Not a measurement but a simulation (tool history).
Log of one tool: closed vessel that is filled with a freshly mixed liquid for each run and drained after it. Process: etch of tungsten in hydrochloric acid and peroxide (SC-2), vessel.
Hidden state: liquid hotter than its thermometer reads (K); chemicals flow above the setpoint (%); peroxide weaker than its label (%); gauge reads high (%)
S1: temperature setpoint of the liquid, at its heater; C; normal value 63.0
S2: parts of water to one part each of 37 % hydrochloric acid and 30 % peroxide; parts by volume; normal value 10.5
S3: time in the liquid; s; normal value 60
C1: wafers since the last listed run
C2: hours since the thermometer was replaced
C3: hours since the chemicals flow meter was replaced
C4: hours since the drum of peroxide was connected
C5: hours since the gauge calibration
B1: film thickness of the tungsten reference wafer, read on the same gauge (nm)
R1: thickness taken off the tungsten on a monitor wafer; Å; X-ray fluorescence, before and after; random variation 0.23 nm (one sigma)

Run 1, day 0.000: usual settings but S2 7.5 parts by volume; C1 0; C2 1493.5; C3 1445.0; C4 219.1; C5 1584.5; B1 59.99. Result: R1 493.2 Å.
Run 2, day 2.342: usual settings but S1 67.0 C; C1 6969; C2 1549.7; C3 1501.2; C4 275.3; C5 1640.7; B1 60.01. Result: R1 474.5 Å.
At day 5.083: thermometer replaced.
Run 3, day 5.262: usual settings but S1 67.0 C; C1 8569; C2 4.3; C3 1571.3; C4 345.4; C5 1710.8; B1 60.00. Result: R1 471.3 Å.
Run 4, day 7.096: usual settings; C1 5456; C2 48.3; C3 1615.3; C4 389.4; C5 1754.8; B1 59.99. Result: R1 369.5 Å.
Run 5, day 8.821: usual settings; C1 5134; C2 89.7; C3 1656.7; C4 430.8; C5 1796.2; B1 60.03. Result: R1 369.1 Å.
At day 10.183: new drum of peroxide connected.
Run 6, day 11.083: usual settings; C1 6610; C2 144.0; C3 1711.0; C4 21.6; C5 1850.5; B1 60.01. Result: R1 385.7 Å.
Run 7, day 14.050: usual settings but S2 13.0 parts by volume; C1 8830; C2 215.2; C3 1782.2; C4 92.8; C5 1921.7; B1 60.01. Result: R1 316.9 Å.
Run 8, day 15.154: usual settings; C1 3286; C2 241.7; C3 1808.7; C4 119.3; C5 1948.2; B1 60.00. Result: R1 382.3 Å.
Run 9, day 16.504: usual settings; C1 4018; C2 274.1; C3 1841.1; C4 151.7; C5 1980.6; B1 60.00. Result: R1 379.5 Å.
Run 10, day 18.042: usual settings; C1 4576; C2 311.0; C3 1878.0; C4 188.6; C5 2017.5; B1 60.00. Result: R1 376.4 Å.
At day 20.246: gauge calibrated.
Run 11, day 20.708: usual settings but S1 57.0 C, S2 5.5 parts by volume, S3 85 s; C1 7937; C2 375.0; C3 1942.0; C4 252.6; C5 11.1; B1 59.99. Result: R1 605.8 Å.
Run 12, day 23.058: usual settings but S2 12.0 parts by volume; C1 6994; C2 431.4; C3 1998.4; C4 309.0; C5 67.5; B1 60.01. Result: R1 332.8 Å.
Run 13, day 24.200: usual settings but S2 13.5 parts by volume; C1 3398; C2 458.8; C3 2025.8; C4 336.4; C5 94.9; B1 59.98. Result: R1 297.8 Å.
Run 14, day 26.562: usual settings; C1 7031; C2 515.5; C3 2082.5; C4 393.1; C5 151.6; B1 60.02. Result: R1 366.3 Å.
At day 27.750: new drum of peroxide connected.
Run 15, day 29.075: usual settings but S1 70.5 C; C1 7354; C2 575.8; C3 2142.8; C4 31.8; C5 211.9; B1 59.97. Result: R1 609.1 Å.
Run 16, day 30.354: usual settings but S1 55.5 C; C1 3807; C2 606.5; C3 2173.5; C4 62.5; C5 242.6; B1 60.00. Result: R1 238.2 Å.
Run 17, day 31.638: usual settings but S2 8.0 parts by volume, S3 75 s; C1 3819; C2 637.3; C3 2204.3; C4 93.3; C5 273.4; B1 60.03. Result: R1 600.7 Å.
At day 32.108: chemicals flow meter replaced.
Run 18, day 33.512: usual settings; C1 5456; C2 682.3; C3 33.7; C4 138.3; C5 318.4; B1 60.03. Result: R1 382.0 Å.
Run 19, day 39.767: usual settings but S1 70.0 C, S2 15.5 parts by volume; C1 18615; C2 832.4; C3 183.8; C4 288.4; C5 468.5; B1 59.99. Result: R1 408.5 Å.
Run 20, day 41.746: usual settings but S1 59.5 C; C1 5890; C2 879.9; C3 231.3; C4 335.9; C5 516.0; B1 59.99. Result: R1 297.4 Å.
Run 21, day 44.088: usual settings; C1 6969; C2 936.1; C3 287.5; C4 392.1; C5 572.2; B1 60.02. Result: R1 367.4 Å.
Run 22, day 46.383: usual settings; C1 6833; C2 991.2; C3 342.6; C4 447.2; C5 627.3; B1 59.97. Result: R1 369.3 Å.
Run 23, day 48.117: usual settings but S1 71.5 C, S2 13.0 parts by volume, S3 35 s; C1 5159; C2 1032.8; C3 384.2; C4 488.8; C5 668.9; B1 60.01. Result: R1 296.2 Å.
Run 24, day 49.279: usual settings but S1 67.5 C, S2 6.0 parts by volume; C1 3460; C2 1060.7; C3 412.1; C4 516.7; C5 696.8; B1 59.99. Result: R1 752.4 Å.
At day 50.346: new drum of peroxide connected.
Run 25, day 51.262: usual settings; C1 5779; C2 1108.3; C3 459.7; C4 22.0; C5 744.4; B1 60.02. Result: R1 387.0 Å.
Run 26, day 52.546: usual settings but S1 59.0 C, S2 14.0 parts by volume; C1 3819; C2 1139.1; C3 490.5; C4 52.8; C5 775.2; B1 60.01. Result: R1 232.1 Å.
Run 27, day 54.908: usual settings; C1 7031; C2 1195.8; C3 547.2; C4 109.5; C5 831.9; B1 60.03. Result: R1 383.9 Å.
Run 28, day 56.383: usual settings; C1 4390; C2 1231.2; C3 582.6; C4 144.9; C5 867.3; B1 60.00. Result: R1 378.3 Å.
Run 29, day 57.908: usual settings but S1 56.0 C; C1 4539; C2 1267.8; C3 619.2; C4 181.5; C5 903.9; B1 59.98. Result: R1 241.2 Å.

Below are 5 alternative next runs, each starting from the tool's condition after run 29. Predict each:
Run A, day 57.938: usual settings; C1 86; C2 1268.5; C3 619.9; C4 182.2; C5 904.6; B1 ?. Result: R1 ?.
Run B, day 57.938: usual settings but S2 12.0 parts by volume, S3 35 s; C1 86; C2 1268.5; C3 619.9; C4 182.2; C5 904.6; B1 ?. Result: R1 ?.
Run C, day 57.938: usual settings but S3 40 s; C1 86; C2 1268.5; C3 619.9; C4 182.2; C5 904.6; B1 ?. Result: R1 ?.
Run D, day 57.938: usual settings but S1 71.0 C, S3 35 s; C1 86; C2 1268.5; C3 619.9; C4 182.2; C5 904.6; B1 ?. Result: R1 ?.
Run E, day 57.938: usual settings but S3 50 s; C1 86; C2 1268.5; C3 619.9; C4 182.2; C5 904.6; B1 ?. Result: R1 ?.

run     B1     R1
  A  59.97  376.6
  B  59.97  196.1
  C  59.97  251.1
  D  59.97  355.6
  E  59.97  313.8
Had the tool no hidden state, the same runs would have come out as:
run     R1
  A  387.0
  B  201.6
  C  258.0
  D  365.4
  E  322.5

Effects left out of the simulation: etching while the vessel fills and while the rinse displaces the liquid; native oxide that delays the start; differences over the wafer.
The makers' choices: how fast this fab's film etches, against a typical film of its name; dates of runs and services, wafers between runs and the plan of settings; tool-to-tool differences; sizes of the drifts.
